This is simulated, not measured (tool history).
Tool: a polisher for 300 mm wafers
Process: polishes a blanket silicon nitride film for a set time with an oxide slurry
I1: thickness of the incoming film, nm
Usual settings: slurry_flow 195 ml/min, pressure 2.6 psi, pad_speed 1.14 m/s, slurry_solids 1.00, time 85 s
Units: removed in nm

Run 1, hour 0.0: usual settings; I1 389.8. Result: removed 36.6 nm.
Run 2, hour 15.6: usual settings; I1 389.2. Result: removed 37.6 nm.
Run 3, hour 33.5: usual settings but time 70 s; I1 384.7. Result: removed 29.6 nm.
Run 4, hour 46.8: usual settings but time 70 s; I1 384.7. Result: removed 29.9 nm.
Run 5, hour 56.2: usual settings; I1 394.2. Result: removed 35.6 nm.
Run 6, hour 67.4: usual settings; I1 392.4. Result: removed 35.5 nm.
At hour 73.5: worn pad replaced by a new one.
Run 7, hour 85.2: usual settings; I1 387.4. Result: removed 39.4 nm.
At hour 93.7: slurry nozzle cleaned.
Run 8, hour 94.2: usual settings but pressure 3.3 psi; I1 391.4. Result: removed 50.0 nm.
Run 9, hour 105.9: usual settings but pressure 3.3 psi; I1 392.6. Result: removed 48.6 nm.
Run 10, hour 122.3: usual settings but pressure 3.3 psi; I1 395.0. Result: removed 47.1 nm.
Run 11, hour 139.5: usual settings but slurry_flow 135 ml/min, slurry_solids 0.70; I1 388.7. Result: removed 27.8 nm.
Run 12, hour 147.2: usual settings; I1 389.2. Result: removed 36.7 nm.
Run 13, hour 160.0: usual settings but pad_speed 1.48 m/s; I1 389.9. Result: removed 42.6 nm.
Run 14, hour 168.2: usual settings but pressure 3.0 psi, time 68 s; I1 389.0. Result: removed 33.4 nm.
Run 15, hour 175.1: usual settings but pad_speed 0.84 m/s, time 102 s; I1 387.1. Result: removed 36.7 nm.
At hour 184.7: slurry blender recalibrated.
Run 16, hour 186.6: usual settings but slurry_solids 1.10, time 62 s; I1 387.6. Result: removed 27.3 nm.
At hour 192.9: worn pad replaced by a new one.
At hour 198.0: head pressure recalibrated.
At hour 199.7: conditioning disc replaced and pad reconditioned.
Run 17, hour 201.7: usual settings but pressure 3.4 psi, pad_speed 1.28 m/s; I1 390.4. Result: removed 57.0 nm.
Run 18, hour 216.9: usual settings but slurry_flow 230 ml/min, pressure 3.3 psi; I1 391.3. Result: removed 50.2 nm.
Run 19, hour 233.4: usual settings but pressure 3.2 psi, pad_speed 0.94 m/s, slurry_solids 1.15, time 112 s; I1 395.8. Result: removed 59.0 nm.
Run 20, hour 250.4: usual settings; I1 385.8. Result: removed 37.5 nm.
Run 21, hour 267.2: usual settings; I1 388.9. Result: removed 36.4 nm.

Forecast each of these 5 alternatives for the next run:
Run A, hour 267.7: usual settings but pressure 3.5 psi; I1 387.6. Result: removed ?.
Run B, hour 267.7: usual settings but slurry_solids 0.70; I1 387.6. Result: removed ?.
Run C, hour 267.7: usual settings but pad_speed 0.98 m/s, slurry_solids 1.10, time 58 s; I1 387.6. Result: removed ?.
Run D, hour 267.7: usual settings but time 71 s; I1 387.6. Result: removed ?.
Run E, hour 267.7: usual settings but slurry_flow 140 ml/min, pressure 3.3 psi, slurry_solids 1.20; I1 387.6. Result: removed ?.

run  removed
  A     48.4
  B     29.0
  C     23.6
  D     30.2
  E     47.9
Without the tool's hidden state the same runs would have given:
run  removed
  A     55.3
  B     33.1
  C     26.9
  D     34.5
  E     54.8
